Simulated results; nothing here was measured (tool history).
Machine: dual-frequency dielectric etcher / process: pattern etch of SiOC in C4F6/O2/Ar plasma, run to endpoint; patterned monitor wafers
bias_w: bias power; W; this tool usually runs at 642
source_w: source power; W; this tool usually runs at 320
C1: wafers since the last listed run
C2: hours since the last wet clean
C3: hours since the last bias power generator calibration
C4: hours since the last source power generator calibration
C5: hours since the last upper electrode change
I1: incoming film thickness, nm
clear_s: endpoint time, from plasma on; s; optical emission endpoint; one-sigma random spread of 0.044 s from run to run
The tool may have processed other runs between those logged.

run 1 hour=0.0 | bias_w=642 source_w=320 | C1=0 C2=355.0 C3=3416.4 C4=3727.5 C5=4143.3 | I1=41.49 | clear_s=14.8
run 2 hour=29.5 | bias_w=642 source_w=320 | C1=428 C2=384.5 C3=3445.9 C4=3757.0 C5=4172.8 | I1=40.98 | clear_s=14.7
run 3 hour=50.8 | bias_w=642 source_w=320 | C1=309 C2=405.8 C3=3467.2 C4=3778.3 C5=4194.1 | I1=40.90 | clear_s=14.5
run 4 hour=78.9 | bias_w=642 source_w=320 | C1=408 C2=433.9 C3=3495.3 C4=3806.4 C5=4222.2 | I1=41.49 | clear_s=14.8
run 5 hour=100.9 | bias_w=642 source_w=320 | C1=319 C2=455.9 C3=3517.3 C4=3828.4 C5=4244.2 | I1=41.01 | clear_s=14.6
run 6 hour=122.4 | bias_w=592 source_w=320 | C1=312 C2=477.4 C3=3538.8 C4=3849.9 C5=4265.7 | I1=41.24 | clear_s=15.1
-- hour=165.3 upper electrode replaced
run 7 hour=165.8 | bias_w=642 source_w=320 | C1=281 C2=520.8 C3=3582.2 C4=3893.3 C5=0.5 | I1=41.26 | clear_s=14.8
run 8 hour=169.8 | bias_w=642 source_w=320 | C1=58 C2=524.8 C3=3586.2 C4=3897.3 C5=4.5 | I1=41.72 | clear_s=15.1
-- hour=183.2 bias power generator calibrated
-- hour=207.1 wet clean of the chamber
-- hour=209.3 source power generator calibrated
run 9 hour=209.8 | bias_w=642 source_w=320 | C1=144 C2=2.7 C3=26.6 C4=0.5 C5=44.5 | I1=41.14 | clear_s=14.3
run 10 hour=221.7 | bias_w=591 source_w=290 | C1=172 C2=14.6 C3=38.5 C4=12.4 C5=56.4 | I1=42.04 | clear_s=15.9
run 11 hour=253.8 | bias_w=642 source_w=320 | C1=466 C2=46.7 C3=70.6 C4=44.5 C5=88.5 | I1=41.49 | clear_s=14.5
run 12 hour=274.5 | bias_w=642 source_w=320 | C1=300 C2=67.4 C3=91.3 C4=65.2 C5=109.2 | I1=41.65 | clear_s=14.6
run 13 hour=291.2 | bias_w=520 source_w=400 | C1=242 C2=84.1 C3=108.0 C4=81.9 C5=125.9 | I1=41.79 | clear_s=13.8
run 14 hour=366.7 | bias_w=581 source_w=290 | C1=1096 C2=159.6 C3=183.5 C4=157.4 C5=201.4 | I1=41.35 | clear_s=15.8
run 15 hour=401.7 | bias_w=642 source_w=280 | C1=508 C2=194.6 C3=218.5 C4=192.4 C5=236.4 | I1=41.41 | clear_s=15.8
run 16 hour=440.3 | bias_w=742 source_w=270 | C1=560 C2=233.2 C3=257.1 C4=231.0 C5=275.0 | I1=41.30 | clear_s=15.3
run 17 hour=454.2 | bias_w=585 source_w=350 | C1=201 C2=247.1 C3=271.0 C4=244.9 C5=288.9 | I1=41.48 | clear_s=14.3
run 18 hour=482.3 | bias_w=568 source_w=280 | C1=408 C2=275.2 C3=299.1 C4=273.0 C5=317.0 | I1=41.47 | clear_s=16.5

3 ways to go on from here, each from the tool as it stands after run 18. What would each give?
run A hour=482.7 | bias_w=525 source_w=320 | C1=5 C2=275.6 C3=299.5 C4=273.4 C5=317.4 | I1=41.44 | clear_s=?
run B hour=482.7 | bias_w=642 source_w=360 | C1=5 C2=275.6 C3=299.5 C4=273.4 C5=317.4 | I1=41.44 | clear_s=?
run C hour=482.7 | bias_w=730 source_w=320 | C1=5 C2=275.6 C3=299.5 C4=273.4 C5=317.4 | I1=41.44 | clear_s=?

run=A clear_s=15.6
run=B clear_s=13.7
run=C clear_s=14.0
Without the tool's hidden state the same runs would have given:
run=A clear_s=15.5
run=B clear_s=13.6
run=C clear_s=13.9
